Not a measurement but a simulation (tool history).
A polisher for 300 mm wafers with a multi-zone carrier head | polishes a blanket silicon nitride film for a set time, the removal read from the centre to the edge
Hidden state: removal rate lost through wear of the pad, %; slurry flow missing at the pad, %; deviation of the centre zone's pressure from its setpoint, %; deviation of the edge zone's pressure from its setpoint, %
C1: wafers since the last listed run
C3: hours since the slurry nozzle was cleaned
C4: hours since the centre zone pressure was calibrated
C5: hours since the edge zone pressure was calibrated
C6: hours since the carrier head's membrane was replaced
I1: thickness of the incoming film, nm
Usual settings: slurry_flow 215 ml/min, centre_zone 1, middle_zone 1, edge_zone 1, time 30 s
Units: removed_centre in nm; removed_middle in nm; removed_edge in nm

run 1 hour=0 | slurry_flow=260 centre_zone=1 middle_zone=1 edge_zone=1 time=30 | C1=0 wafers_polished_on_this_pad=362 C3=200.9 C4=458.4 C5=1016.2 C6=535.6 | I1=884.9 | removed_centre=42 removed_middle=41.9 removed_edge=42.9
run 2 hour=12.5 | slurry_flow=260 centre_zone=1 middle_zone=1 edge_zone=1 time=30 | C1=170 wafers_polished_on_this_pad=533 C3=213.4 C4=470.9 C5=1028.7 C6=548.1 | I1=868.9 | removed_centre=42.1 removed_middle=41.5 removed_edge=42
-- hour=18.3 worn pad replaced by a new one
run 3 hour=28.3 | slurry_flow=260 centre_zone=1 middle_zone=1 edge_zone=1 time=30 | C1=161 wafers_polished_on_this_pad=136 C3=229.2 C4=486.7 C5=1044.5 C6=563.9 | I1=875.3 | removed_centre=42.3 removed_middle=42 removed_edge=41.6
run 4 hour=37.4 | slurry_flow=215 centre_zone=1 middle_zone=1 edge_zone=1 time=30 | C1=124 wafers_polished_on_this_pad=260 C3=238.3 C4=495.8 C5=1053.6 C6=573 | I1=869.6 | removed_centre=40.5 removed_middle=40.4 removed_edge=41.4
run 5 hour=52.7 | slurry_flow=215 centre_zone=1 middle_zone=1 edge_zone=1 time=30 | C1=208 wafers_polished_on_this_pad=469 C3=253.6 C4=511.1 C5=1068.9 C6=588.3 | I1=887.9 | removed_centre=40.5 removed_middle=39.6 removed_edge=40.9
-- hour=60.1 worn pad replaced by a new one
run 6 hour=61.8 | slurry_flow=215 centre_zone=1 middle_zone=1 edge_zone=1 time=30 | C1=69 wafers_polished_on_this_pad=23 C3=262.7 C4=520.2 C5=1078 C6=597.4 | I1=898 | removed_centre=40.9 removed_middle=40 removed_edge=41.1
run 7 hour=75.8 | slurry_flow=215 centre_zone=1 middle_zone=1.08 edge_zone=1 time=30 | C1=191 wafers_polished_on_this_pad=214 C3=276.7 C4=534.2 C5=1092 C6=611.4 | I1=886 | removed_centre=39.8 removed_middle=42.5 removed_edge=40
run 8 hour=92.3 | slurry_flow=215 centre_zone=1 middle_zone=1 edge_zone=1 time=30 | C1=225 wafers_polished_on_this_pad=439 C3=293.2 C4=550.7 C5=1108.5 C6=627.9 | I1=876.3 | removed_centre=39.5 removed_middle=38.6 removed_edge=40.5
run 9 hour=101.4 | slurry_flow=215 centre_zone=1 middle_zone=1 edge_zone=1 time=30 | C1=124 wafers_polished_on_this_pad=564 C3=302.3 C4=559.8 C5=1117.6 C6=637 | I1=872.8 | removed_centre=39.7 removed_middle=38.7 removed_edge=40.6
-- hour=108.1 carrier head's membrane replaced by a new one
-- hour=109.3 worn pad replaced by a new one
run 10 hour=113.5 | slurry_flow=215 centre_zone=1 middle_zone=1 edge_zone=1 time=30 | C1=79 wafers_polished_on_this_pad=56 C3=314.4 C4=571.9 C5=1129.7 C6=5.4 | I1=876.6 | removed_centre=38.6 removed_middle=38.6 removed_edge=40.4
-- hour=120.1 edge zone pressure recalibrated
run 11 hour=120.6 | slurry_flow=260 centre_zone=1 middle_zone=1 edge_zone=1 time=30 | C1=69 wafers_polished_on_this_pad=126 C3=321.5 C4=579 C5=0.5 C6=12.5 | I1=886.2 | removed_centre=40.3 removed_middle=40 removed_edge=40.9
run 12 hour=134.2 | slurry_flow=215 centre_zone=1 middle_zone=1 edge_zone=1 time=30 | C1=185 wafers_polished_on_this_pad=312 C3=335.1 C4=592.6 C5=14.1 C6=26.1 | I1=868.8 | removed_centre=38.2 removed_middle=38.1 removed_edge=40.7
run 13 hour=140.5 | slurry_flow=240 centre_zone=1 middle_zone=1.06 edge_zone=0.95 time=40 | C1=85 wafers_polished_on_this_pad=398 C3=341.4 C4=598.9 C5=20.4 C6=32.4 | I1=875.2 | removed_centre=52.6 removed_middle=55 removed_edge=52.9
-- hour=153.3 worn pad replaced by a new one
run 14 hour=153.8 | slurry_flow=285 centre_zone=1.06 middle_zone=0.88 edge_zone=0.93 time=30 | C1=126 wafers_polished_on_this_pad=7 C3=354.7 C4=612.2 C5=33.7 C6=45.7 | I1=878.4 | removed_centre=42.6 removed_middle=35.5 removed_edge=38.9
-- hour=158.3 centre zone pressure recalibrated
run 15 hour=164.8 | slurry_flow=215 centre_zone=1 middle_zone=1 edge_zone=1.12 time=30 | C1=122 wafers_polished_on_this_pad=129 C3=365.7 C4=6.5 C5=44.7 C6=56.7 | I1=888.1 | removed_centre=37.7 removed_middle=37.7 removed_edge=41.1
-- hour=174.7 slurry nozzle cleaned
run 16 hour=178.5 | slurry_flow=215 centre_zone=1 middle_zone=1.05 edge_zone=1 time=30 | C1=173 wafers_polished_on_this_pad=303 C3=3.8 C4=20.2 C5=58.4 C6=70.4 | I1=885.5 | removed_centre=41.6 removed_middle=42 removed_edge=41.2
run 17 hour=187.6 | slurry_flow=235 centre_zone=1 middle_zone=1 edge_zone=1 time=23 | C1=124 wafers_polished_on_this_pad=427 C3=12.9 C4=29.3 C5=67.5 C6=79.5 | I1=880.8 | removed_centre=32.4 removed_middle=31.7 removed_edge=32.1
-- hour=200.2 worn pad replaced by a new one
run 18 hour=200.7 | slurry_flow=215 centre_zone=1.05 middle_zone=1.04 edge_zone=1 time=30 | C1=124 wafers_polished_on_this_pad=7 C3=26 C4=42.4 C5=80.6 C6=92.6 | I1=883.3 | removed_centre=43.6 removed_middle=42.5 removed_edge=41.7
run 19 hour=212.1 | slurry_flow=215 centre_zone=1 middle_zone=0.88 edge_zone=1 time=38 | C1=155 wafers_polished_on_this_pad=162 C3=37.4 C4=53.8 C5=92 C6=104 | I1=875.6 | removed_centre=52.7 removed_middle=47 removed_edge=53.4

Forecast run 20:
run 20 hour=225.6 | slurry_flow=265 centre_zone=1 middle_zone=1 edge_zone=1.07 time=37 | C1=184 wafers_polished_on_this_pad=347 C3=50.9 C4=67.3 C5=105.5 C6=117.5 | I1=866.4 | removed_centre=? removed_middle=? removed_edge=?

removed_centre: 52.8 nm
removed_middle: 51.7 nm
removed_edge: 53.7 nm
Without the tool's hidden state the same run would have given removed_centre 53.5 nm, removed_middle 52.3 nm, removed_edge 54.1 nm.
